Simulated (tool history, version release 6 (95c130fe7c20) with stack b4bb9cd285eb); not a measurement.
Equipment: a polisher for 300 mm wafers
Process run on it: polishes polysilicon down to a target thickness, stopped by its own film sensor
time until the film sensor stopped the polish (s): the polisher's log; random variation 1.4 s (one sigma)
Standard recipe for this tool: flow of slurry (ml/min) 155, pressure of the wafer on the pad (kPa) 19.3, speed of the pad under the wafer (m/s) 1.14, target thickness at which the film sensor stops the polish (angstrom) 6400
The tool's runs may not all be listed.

run,hour,flow of slurry (ml/min),pressure of the wafer on the pad (kPa),speed of the pad under the wafer (m/s),target thickness at which the film sensor stops the polish (angstrom),"incoming thickness of the incoming film, nm",time until the film sensor stopped the polish (s)
1,0,155,19.3,1.14,6400,1623.6,108.4
2,11.3,155,19.3,1.14,6400,1627.5,108.2
# hour 27.4: slurry nozzle cleaned
# hour 28.7: worn pad replaced by a new one
3,29.2,155,19.3,1.14,6400,1648.3,109.7
4,32.9,155,19.3,1.14,6400,1637.3,109.3
5,42,155,19.3,1.14,6400,1619.4,108.3
6,58.9,155,13.8,1.14,8360,1644.4,119.4
7,65.1,155,13.8,1.14,8360,1622.6,120.8
8,75.3,125,19.3,1.14,6400,1604.8,109
9,110.3,125,19.3,1.14,6400,1612.3,109.5
10,117.7,125,19.3,1.14,6400,1638.6,112.2
# hour 153.1: worn pad replaced by a new one
11,153.8,175,16.5,1.14,6400,1627.7,126
12,168.3,155,19.3,1.02,6400,1625.5,119.2
13,185.2,155,19.3,1.02,6400,1616.4,119.3
14,200.2,155,19.3,1.02,6400,1621.1,119.2
15,215.3,155,19.3,1.14,7500,1645.7,95.6
16,223.3,155,19.3,1.14,7500,1672.8,99.8
17,231.8,155,19.3,1.14,6400,1623.6,107.9
18,238,110,19.3,1.42,6400,1640.3,91.1
# hour 251.2: worn pad replaced by a new one
# hour 257.4: head pressure recalibrated
19,257.9,155,19.3,1.38,6400,1652.9,90.7
20,297.3,155,19.3,1.14,6400,1652.4,109.3
21,314.2,205,22.1,1.32,7950,1670.6,69.2
22,328.8,110,22.1,1.38,9850,1631.2,52.8
23,340.5,120,17.2,1.14,7480,1644.9,114.4
# hour 346.6: slurry nozzle cleaned
24,346.9,155,15.9,1.14,3930,1649.6,163.2
25,364.1,155,19.3,1.38,6400,1654.8,90.3
# hour 375.3: worn pad replaced by a new one
26,381.3,180,19.3,0.8,9640,1630.4,99.7
27,399.1,155,19.3,1.3,6400,1637.7,94.9
28,408.1,155,19.3,1.14,6400,1671.5,109
29,418.2,155,19.3,1.14,6400,1621.7,108.5
30,431.1,155,23.4,1.14,6400,1645.7,90.1
31,441.5,210,16.5,1.4,6400,1652.2,102.1
32,458.1,195,19.3,0.76,6400,1640.7,155.3
33,469.3,155,19.3,0.8,6400,1652.3,155.1
34,480.3,155,19.3,1.14,4410,1634.1,129.7

Below are 3 alternative next runs, each starting from the tool's condition after run 34. Predict each:
A,480.8,155,19.3,1.14,6400,1666.2,?
B,480.8,135,24.8,1.28,3860,1666.2,?
C,480.8,100,21.4,1.14,6400,1666.2,?

run,time until the film sensor stopped the polish (s)
A,112.5
B,99.1
C,108.6
The same runs, with their run-to-run variation unchanged, on a tool lacking any hidden condition would have given:
run,time until the film sensor stopped the polish (s)
A,112.5
B,99.1
C,108.6

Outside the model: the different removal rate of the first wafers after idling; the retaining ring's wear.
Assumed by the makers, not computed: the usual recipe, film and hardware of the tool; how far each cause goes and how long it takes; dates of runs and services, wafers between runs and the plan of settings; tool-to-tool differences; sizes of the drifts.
